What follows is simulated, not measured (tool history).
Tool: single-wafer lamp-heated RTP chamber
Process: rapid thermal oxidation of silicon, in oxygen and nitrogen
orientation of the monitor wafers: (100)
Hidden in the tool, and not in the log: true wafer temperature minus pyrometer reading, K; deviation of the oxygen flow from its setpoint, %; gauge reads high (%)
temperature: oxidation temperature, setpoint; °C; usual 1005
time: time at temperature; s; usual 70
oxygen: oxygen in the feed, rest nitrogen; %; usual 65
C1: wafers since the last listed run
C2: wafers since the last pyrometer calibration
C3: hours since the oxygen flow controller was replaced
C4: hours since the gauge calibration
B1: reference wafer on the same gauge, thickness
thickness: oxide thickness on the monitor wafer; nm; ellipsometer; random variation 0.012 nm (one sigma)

{"run": 1, "hour": 0.0, "temperature": 1005, "time": 70, "oxygen": 65, "C1": 0, "C2": 464, "C3": 3004.1, "C4": 2119.6, "B1": 5.831, "thickness": 5.833}
{"run": 2, "hour": 64.9, "temperature": 1005, "time": 91, "oxygen": 65, "C1": 681, "C2": 1145, "C3": 3069.0, "C4": 2184.5, "B1": 5.829, "thickness": 6.583}
{"run": 3, "hour": 161.0, "temperature": 1005, "time": 91, "oxygen": 65, "C1": 1008, "C2": 2154, "C3": 3165.1, "C4": 2280.6, "B1": 5.829, "thickness": 6.623}
{"run": 4, "hour": 250.3, "temperature": 1005, "time": 70, "oxygen": 86, "C1": 937, "C2": 3092, "C3": 3254.4, "C4": 2369.9, "B1": 5.83, "thickness": 6.533}
{"run": 5, "hour": 332.8, "temperature": 1005, "time": 70, "oxygen": 86, "C1": 866, "C2": 3958, "C3": 3336.9, "C4": 2452.4, "B1": 5.829, "thickness": 6.544}
{"hour": 376.8, "done": "oxygen flow controller replaced"}
{"run": 6, "hour": 403.6, "temperature": 1005, "time": 70, "oxygen": 86, "C1": 659, "C2": 4617, "C3": 26.8, "C4": 2523.2, "B1": 5.829, "thickness": 6.605}
{"run": 7, "hour": 475.0, "temperature": 985, "time": 70, "oxygen": 65, "C1": 749, "C2": 5366, "C3": 98.2, "C4": 2594.6, "B1": 5.829, "thickness": 5.179}
{"run": 8, "hour": 539.2, "temperature": 985, "time": 70, "oxygen": 65, "C1": 673, "C2": 6040, "C3": 162.4, "C4": 2658.8, "B1": 5.829, "thickness": 5.174}
{"run": 9, "hour": 645.5, "temperature": 1005, "time": 70, "oxygen": 65, "C1": 1115, "C2": 7156, "C3": 268.7, "C4": 2765.1, "B1": 5.83, "thickness": 5.988}
{"run": 10, "hour": 752.8, "temperature": 1005, "time": 70, "oxygen": 65, "C1": 1126, "C2": 8283, "C3": 376.0, "C4": 2872.4, "B1": 5.831, "thickness": 6.004}
{"hour": 770.3, "done": "pyrometer window cleaned and pyrometer calibrated"}
{"run": 11, "hour": 859.1, "temperature": 1005, "time": 70, "oxygen": 65, "C1": 1031, "C2": 931, "C3": 482.3, "C4": 2978.7, "B1": 5.829, "thickness": 5.893}
{"run": 12, "hour": 950.4, "temperature": 1005, "time": 70, "oxygen": 65, "C1": 958, "C2": 1890, "C3": 573.6, "C4": 3070.0, "B1": 5.831, "thickness": 5.923}
{"run": 13, "hour": 1021.9, "temperature": 1020, "time": 58, "oxygen": 86, "C1": 750, "C2": 2640, "C3": 645.1, "C4": 3141.5, "B1": 5.83, "thickness": 6.718}
{"run": 14, "hour": 1094.9, "temperature": 1021, "time": 70, "oxygen": 65, "C1": 766, "C2": 3407, "C3": 718.1, "C4": 3214.5, "B1": 5.829, "thickness": 6.639}
{"run": 15, "hour": 1133.6, "temperature": 1005, "time": 40, "oxygen": 65, "C1": 406, "C2": 3813, "C3": 756.8, "C4": 3253.2, "B1": 5.829, "thickness": 4.687}
{"run": 16, "hour": 1219.7, "temperature": 1005, "time": 105, "oxygen": 81, "C1": 903, "C2": 4717, "C3": 842.9, "C4": 3339.3, "B1": 5.828, "thickness": 7.733}
{"run": 17, "hour": 1313.0, "temperature": 1032, "time": 70, "oxygen": 65, "C1": 979, "C2": 5696, "C3": 936.2, "C4": 3432.6, "B1": 5.829, "thickness": 7.217}
{"run": 18, "hour": 1370.4, "temperature": 1005, "time": 70, "oxygen": 86, "C1": 602, "C2": 6299, "C3": 993.6, "C4": 3490.0, "B1": 5.83, "thickness": 6.581}
{"hour": 1440.0, "done": "pyrometer window cleaned and pyrometer calibrated"}
{"run": 19, "hour": 1440.5, "temperature": 982, "time": 70, "oxygen": 65, "C1": 651, "C2": 5, "C3": 1063.7, "C4": 3560.1, "B1": 5.831, "thickness": 4.97}
{"hour": 1486.2, "done": "gauge calibrated"}
{"run": 20, "hour": 1531.4, "temperature": 985, "time": 70, "oxygen": 52, "C1": 954, "C2": 959, "C3": 1154.6, "C4": 45.2, "B1": 5.83, "thickness": 4.742}
{"run": 21, "hour": 1620.4, "temperature": 994, "time": 89, "oxygen": 83, "C1": 934, "C2": 1893, "C3": 1243.6, "C4": 134.2, "B1": 5.83, "thickness": 6.619}
{"run": 22, "hour": 1900.5, "temperature": 1013, "time": 37, "oxygen": 65, "C1": 2940, "C2": 4834, "C3": 1523.7, "C4": 414.3, "B1": 5.832, "thickness": 4.79}
{"run": 23, "hour": 2006.7, "temperature": 1005, "time": 44, "oxygen": 82, "C1": 1114, "C2": 5948, "C3": 1629.9, "C4": 520.5, "B1": 5.829, "thickness": 5.274}
{"run": 24, "hour": 2055.5, "temperature": 981, "time": 90, "oxygen": 65, "C1": 512, "C2": 6461, "C3": 1678.7, "C4": 569.3, "B1": 5.829, "thickness": 5.575}
{"run": 25, "hour": 2093.5, "temperature": 980, "time": 82, "oxygen": 84, "C1": 398, "C2": 6860, "C3": 1716.7, "C4": 607.3, "B1": 5.831, "thickness": 5.823}
{"run": 26, "hour": 2196.7, "temperature": 1005, "time": 53, "oxygen": 94, "C1": 1083, "C2": 7943, "C3": 1819.9, "C4": 710.5, "B1": 5.83, "thickness": 6.01}
{"hour": 2270.2, "done": "pyrometer window cleaned and pyrometer calibrated"}
{"run": 27, "hour": 2285.1, "temperature": 1005, "time": 70, "oxygen": 65, "C1": 843, "C2": 156, "C3": 1908.3, "C4": 798.9, "B1": 5.828, "thickness": 5.845}
{"run": 28, "hour": 2341.2, "temperature": 981, "time": 70, "oxygen": 86, "C1": 588, "C2": 745, "C3": 1964.4, "C4": 855.0, "B1": 5.83, "thickness": 5.416}
{"run": 29, "hour": 2401.7, "temperature": 1017, "time": 55, "oxygen": 47, "C1": 635, "C2": 1380, "C3": 2024.9, "C4": 915.5, "B1": 5.828, "thickness": 5.168}
{"run": 30, "hour": 2479.0, "temperature": 1022, "time": 46, "oxygen": 48, "C1": 811, "C2": 2191, "C3": 2102.2, "C4": 992.8, "B1": 5.828, "thickness": 4.993}
{"run": 31, "hour": 2550.1, "temperature": 1005, "time": 42, "oxygen": 50, "C1": 746, "C2": 2938, "C3": 2173.3, "C4": 1063.9, "B1": 5.829, "thickness": 4.36}
{"run": 32, "hour": 2592.6, "temperature": 1023, "time": 54, "oxygen": 43, "C1": 446, "C2": 3384, "C3": 2215.8, "C4": 1106.4, "B1": 5.833, "thickness": 5.183}
{"run": 33, "hour": 2673.3, "temperature": 1005, "time": 45, "oxygen": 65, "C1": 847, "C2": 4231, "C3": 2296.5, "C4": 1187.1, "B1": 5.83, "thickness": 4.907}
{"run": 34, "hour": 2752.2, "temperature": 1005, "time": 70, "oxygen": 65, "C1": 828, "C2": 5059, "C3": 2375.4, "C4": 1266.0, "B1": 5.831, "thickness": 5.92}
{"run": 35, "hour": 2857.3, "temperature": 1005, "time": 95, "oxygen": 85, "C1": 1103, "C2": 6162, "C3": 2480.5, "C4": 1371.1, "B1": 5.83, "thickness": 7.506}
{"run": 36, "hour": 2912.7, "temperature": 1005, "time": 70, "oxygen": 65, "C1": 581, "C2": 6744, "C3": 2535.9, "C4": 1426.5, "B1": 5.83, "thickness": 5.926}

Measured less the same run without the tool's hidden state. The same run-to-run variation is in both; the gauge's scatter may not be:
run=1 thickness=-0.010
run=2 thickness=+0.013
run=3 thickness=+0.038
run=4 thickness=+0.087
run=5 thickness=+0.097
run=6 thickness=+0.131
run=7 thickness=+0.106
run=8 thickness=+0.108
run=9 thickness=+0.128
run=10 thickness=+0.131
run=11 thickness=+0.045
run=12 thickness=+0.071
run=13 thickness=+0.098
run=14 thickness=+0.107
run=15 thickness=+0.077
run=16 thickness=+0.147
run=17 thickness=+0.135
run=18 thickness=+0.134
run=19 thickness=-0.002
run=20 thickness=+0.025
run=21 thickness=+0.072
run=22 thickness=+0.073
run=23 thickness=+0.093
run=24 thickness=+0.097
run=25 thickness=+0.111
run=26 thickness=+0.118
run=27 thickness=-0.011
run=28 thickness=+0.023
run=29 thickness=+0.016
run=30 thickness=+0.029
run=31 thickness=+0.034
run=32 thickness=+0.040
run=33 thickness=+0.058
run=34 thickness=+0.077
run=35 thickness=+0.127
run=36 thickness=+0.080
